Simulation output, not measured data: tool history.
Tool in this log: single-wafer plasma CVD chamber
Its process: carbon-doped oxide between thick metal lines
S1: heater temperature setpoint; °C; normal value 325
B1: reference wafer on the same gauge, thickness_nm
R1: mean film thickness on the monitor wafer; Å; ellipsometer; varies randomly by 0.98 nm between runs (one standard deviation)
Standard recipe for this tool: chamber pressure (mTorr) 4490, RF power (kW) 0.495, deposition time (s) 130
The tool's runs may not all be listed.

{"run": 1, "hour": 0.0, "S1": 325, "chamber pressure (mTorr)": 4490, "RF power (kW)": 0.495, "deposition time (s)": 140, "B1": 716.154, "R1": 6913.84}
{"run": 2, "hour": 9.7, "S1": 325, "chamber pressure (mTorr)": 4490, "RF power (kW)": 0.495, "deposition time (s)": 130, "B1": 715.873, "R1": 6393.12}
{"run": 3, "hour": 27.7, "S1": 325, "chamber pressure (mTorr)": 4490, "RF power (kW)": 0.495, "deposition time (s)": 130, "B1": 716.101, "R1": 6402.35}
{"run": 4, "hour": 37.4, "S1": 325, "chamber pressure (mTorr)": 4490, "RF power (kW)": 0.495, "deposition time (s)": 130, "B1": 716.2, "R1": 6384.17}
{"hour": 51.7, "done": "RF generator calibrated"}
{"run": 5, "hour": 52.2, "S1": 325, "chamber pressure (mTorr)": 4490, "RF power (kW)": 0.495, "deposition time (s)": 130, "B1": 715.957, "R1": 6623.7}
{"run": 6, "hour": 54.1, "S1": 325, "chamber pressure (mTorr)": 4490, "RF power (kW)": 0.495, "deposition time (s)": 144, "B1": 715.9, "R1": 7317.21}
{"run": 7, "hour": 64.7, "S1": 325, "chamber pressure (mTorr)": 4490, "RF power (kW)": 0.495, "deposition time (s)": 144, "B1": 715.974, "R1": 7324.2}
{"run": 8, "hour": 95.3, "S1": 335, "chamber pressure (mTorr)": 4490, "RF power (kW)": 0.555, "deposition time (s)": 130, "B1": 715.657, "R1": 6939.33}
{"hour": 142.1, "done": "showerhead replaced"}
{"run": 9, "hour": 142.6, "S1": 320, "chamber pressure (mTorr)": 4490, "RF power (kW)": 0.495, "deposition time (s)": 149, "B1": 715.889, "R1": 7718.2}
{"run": 10, "hour": 142.9, "S1": 325, "chamber pressure (mTorr)": 4490, "RF power (kW)": 0.495, "deposition time (s)": 130, "B1": 715.25, "R1": 6621.69}
{"run": 11, "hour": 151.9, "S1": 325, "chamber pressure (mTorr)": 3530, "RF power (kW)": 0.495, "deposition time (s)": 139, "B1": 715.812, "R1": 6872.17}
{"run": 12, "hour": 159.8, "S1": 333, "chamber pressure (mTorr)": 3990, "RF power (kW)": 0.41, "deposition time (s)": 130, "B1": 716.058, "R1": 5489.92}
{"run": 13, "hour": 169.3, "S1": 325, "chamber pressure (mTorr)": 4490, "RF power (kW)": 0.525, "deposition time (s)": 130, "B1": 715.811, "R1": 6875.11}
{"hour": 183.2, "done": "capacitance manometer re-zeroed and calibrated"}
{"run": 14, "hour": 186.3, "S1": 325, "chamber pressure (mTorr)": 4490, "RF power (kW)": 0.495, "deposition time (s)": 130, "B1": 715.328, "R1": 6596.21}
{"hour": 215.6, "done": "gauge calibrated"}
{"hour": 234.0, "done": "thermocouple changed; heater temperature recalibrated"}
{"run": 15, "hour": 236.9, "S1": 325, "chamber pressure (mTorr)": 5420, "RF power (kW)": 0.495, "deposition time (s)": 130, "B1": 716.586, "R1": 6641.11}
{"run": 16, "hour": 244.4, "S1": 325, "chamber pressure (mTorr)": 3920, "RF power (kW)": 0.425, "deposition time (s)": 154, "B1": 716.022, "R1": 6732.21}
{"run": 17, "hour": 255.5, "S1": 314, "chamber pressure (mTorr)": 4800, "RF power (kW)": 0.495, "deposition time (s)": 130, "B1": 715.994, "R1": 6770.81}
{"run": 18, "hour": 267.8, "S1": 325, "chamber pressure (mTorr)": 4490, "RF power (kW)": 0.495, "deposition time (s)": 142, "B1": 715.408, "R1": 7092.42}
{"run": 19, "hour": 276.9, "S1": 325, "chamber pressure (mTorr)": 4490, "RF power (kW)": 0.41, "deposition time (s)": 146, "B1": 716.108, "R1": 6283.5}
{"run": 20, "hour": 292.1, "S1": 325, "chamber pressure (mTorr)": 4490, "RF power (kW)": 0.53, "deposition time (s)": 149, "B1": 715.432, "R1": 7794.28}
{"run": 21, "hour": 309.3, "S1": 314, "chamber pressure (mTorr)": 3550, "RF power (kW)": 0.585, "deposition time (s)": 130, "B1": 716.361, "R1": 7304.08}
{"run": 22, "hour": 325.0, "S1": 330, "chamber pressure (mTorr)": 4490, "RF power (kW)": 0.495, "deposition time (s)": 108, "B1": 716.423, "R1": 5319.5}
{"run": 23, "hour": 338.1, "S1": 325, "chamber pressure (mTorr)": 4230, "RF power (kW)": 0.495, "deposition time (s)": 140, "B1": 716.121, "R1": 6932.44}
{"run": 24, "hour": 352.0, "S1": 325, "chamber pressure (mTorr)": 4490, "RF power (kW)": 0.495, "deposition time (s)": 130, "B1": 716.205, "R1": 6507.83}
{"run": 25, "hour": 365.5, "S1": 330, "chamber pressure (mTorr)": 4970, "RF power (kW)": 0.495, "deposition time (s)": 130, "B1": 716.052, "R1": 6494.67}
{"run": 26, "hour": 383.0, "S1": 319, "chamber pressure (mTorr)": 3960, "RF power (kW)": 0.45, "deposition time (s)": 105, "B1": 716.214, "R1": 4906.04}
{"run": 27, "hour": 391.0, "S1": 313, "chamber pressure (mTorr)": 4900, "RF power (kW)": 0.41, "deposition time (s)": 141, "B1": 716.098, "R1": 6392.36}
{"run": 28, "hour": 397.6, "S1": 325, "chamber pressure (mTorr)": 4490, "RF power (kW)": 0.495, "deposition time (s)": 130, "B1": 716.053, "R1": 6516.36}
{"run": 29, "hour": 409.6, "S1": 325, "chamber pressure (mTorr)": 3430, "RF power (kW)": 0.435, "deposition time (s)": 117, "B1": 715.992, "R1": 5135.52}

3 ways to go on from here, each from the tool as it stands after run 29. What would each give?
{"run": "A", "hour": 410.0, "S1": 325, "chamber pressure (mTorr)": 4490, "RF power (kW)": 0.495, "deposition time (s)": 130, "B1": "?", "R1": "?"}
{"run": "B", "hour": 410.0, "S1": 313, "chamber pressure (mTorr)": 4800, "RF power (kW)": 0.495, "deposition time (s)": 130, "B1": "?", "R1": "?"}
{"run": "C", "hour": 410.0, "S1": 325, "chamber pressure (mTorr)": 4490, "RF power (kW)": 0.57, "deposition time (s)": 130, "B1": "?", "R1": "?"}

run=A B1=716.404 R1=6499.89
run=B B1=716.404 R1=6814.52
run=C B1=716.404 R1=7146.8
What these runs would have given with no unlogged condition in the tool:
run=A R1=6514.77
run=B R1=6826.12
run=C R1=7160.73

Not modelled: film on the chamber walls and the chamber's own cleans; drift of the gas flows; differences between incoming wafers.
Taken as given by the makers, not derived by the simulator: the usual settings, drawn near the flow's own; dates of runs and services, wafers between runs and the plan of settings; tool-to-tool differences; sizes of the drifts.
